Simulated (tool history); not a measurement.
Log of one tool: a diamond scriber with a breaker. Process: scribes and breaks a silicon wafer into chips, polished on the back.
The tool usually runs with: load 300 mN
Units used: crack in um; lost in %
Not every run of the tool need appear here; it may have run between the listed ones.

run   hour  load  wafers since the last listed run  hours since the diamond tip was replaced  hours since the load on the tip was calibrated  incoming depth of the damage left on the back of the incoming wafer, um  crack   lost
  1    0.0   300                                 0                                     590.3                                           138.7                                                                     0.03  13.90   1.79
  2   35.3   300                                41                                     625.6                                           174.0                                                                     0.01  13.71   1.85
  3   50.9   342                                18                                     641.2                                           189.6                                                                     0.04  14.08   1.32
  4   84.7   342                                39                                     675.0                                           223.4                                                                     0.01  14.30   1.36
  5  103.1   300                                21                                     693.4                                           241.8                                                                     0.04  13.14   2.16
  6  133.7   300                                35                                     724.0                                           272.4                                                                     0.02  13.54   2.06
  7  153.1   300                                22                                     743.4                                           291.8                                                                     0.03  13.30   2.31
  8  172.2   300                                22                                     762.5                                           310.9                                                                     0.04  13.13   2.45
  9  184.7   300                                14                                     775.0                                           323.4                                                                     0.03  13.12   2.71
 10  219.3   249                                40                                     809.6                                           358.0                                                                     0.04  12.01   5.73
 11  250.9   249                                37                                     841.2                                           389.6                                                                     0.02  12.11   6.22
 12  263.5   249                                14                                     853.8                                           402.2                                                                     0.03  11.89   6.16
 13  285.4   300                                25                                     875.7                                           424.1                                                                     0.01  12.65   3.03
 14  313.2   300                                32                                     903.5                                           451.9                                                                     0.01  12.94   3.49
 15  328.0   300                                17                                     918.3                                           466.7                                                                     0.03  12.53   3.86
 16  360.7   300                                38                                     951.0                                           499.4                                                                     0.02  12.66   3.98
 17  385.3   259                                28                                     975.6                                           524.0                                                                     0.02  11.76   7.54
 18  414.2   363                                33                                    1004.5                                           552.9                                                                     0.04  13.68   1.93
 19  429.2   275                                17                                    1019.5                                           567.9                                                                     0.02  11.62   6.78
 20  459.6   300                                35                                    1049.9                                           598.3                                                                     0.02  12.15   5.71
 21  481.4   227                                25                                    1071.7                                           620.1                                                                     0.03  10.30  14.21
     486.8  -- load on the tip recalibrated
 22  498.4   374                                17                                    1088.7                                            11.6                                                                     0.04  13.09   2.34
 23  522.7   373                                28                                    1113.0                                            35.9                                                                     0.04  13.26   2.57
     535.4  -- diamond tip replaced by a new one
 24  554.5   300                                34                                      19.1                                            67.7                                                                     0.04  14.19   1.30
 25  575.3   369                                24                                      39.9                                            88.5                                                                     0.01  15.74   2.50
 26  588.4   300                                15                                      53.0                                           101.6                                                                     0.03  14.29   1.37
 27  603.8   300                                18                                      68.4                                           117.0                                                                     0.04  14.62   1.31
 28  632.0   329                                33                                      96.6                                           145.2                                                                     0.02  15.21   1.35
 29  658.0   300                                30                                     122.6                                           171.2                                                                     0.04  14.45   1.45
 30  681.9   255                                28                                     146.5                                           195.1                                                                     0.02  13.29   2.08
 31  705.8   300                                28                                     170.4                                           219.0                                                                     0.01  14.46   1.38
 32  730.8   300                                29                                     195.4                                           244.0                                                                     0.03  14.48   1.32
 33  766.3   354                                41                                     230.9                                           279.5                                                                     0.04  15.46   1.99
 34  793.8   365                                32                                     258.4                                           307.0                                                                     0.03  15.30   2.01

4 ways to go on from here, each from the tool as it stands after run 34. What would each give?
  A  794.5   300                                 0                                     259.1                                           307.7                                                                     0.05      ?     ?
  B  794.5   325                                 0                                     259.1                                           307.7                                                                     0.05      ?     ?
  C  794.5   247                                 0                                     259.1                                           307.7                                                                     0.05      ?     ?
  D  794.5   359                                 0                                     259.1                                           307.7                                                                     0.05      ?     ?

run  crack  lost
  A  14.11  1.32
  B  14.64  1.36
  C  12.97  2.67
  D  15.33  1.96
With the hidden condition removed and each run's random variation left untouched, the same runs would have given:
run  crack  lost
  A  14.31  1.29
  B  14.85  1.48
  C  13.16  2.31
  D  15.55  2.27

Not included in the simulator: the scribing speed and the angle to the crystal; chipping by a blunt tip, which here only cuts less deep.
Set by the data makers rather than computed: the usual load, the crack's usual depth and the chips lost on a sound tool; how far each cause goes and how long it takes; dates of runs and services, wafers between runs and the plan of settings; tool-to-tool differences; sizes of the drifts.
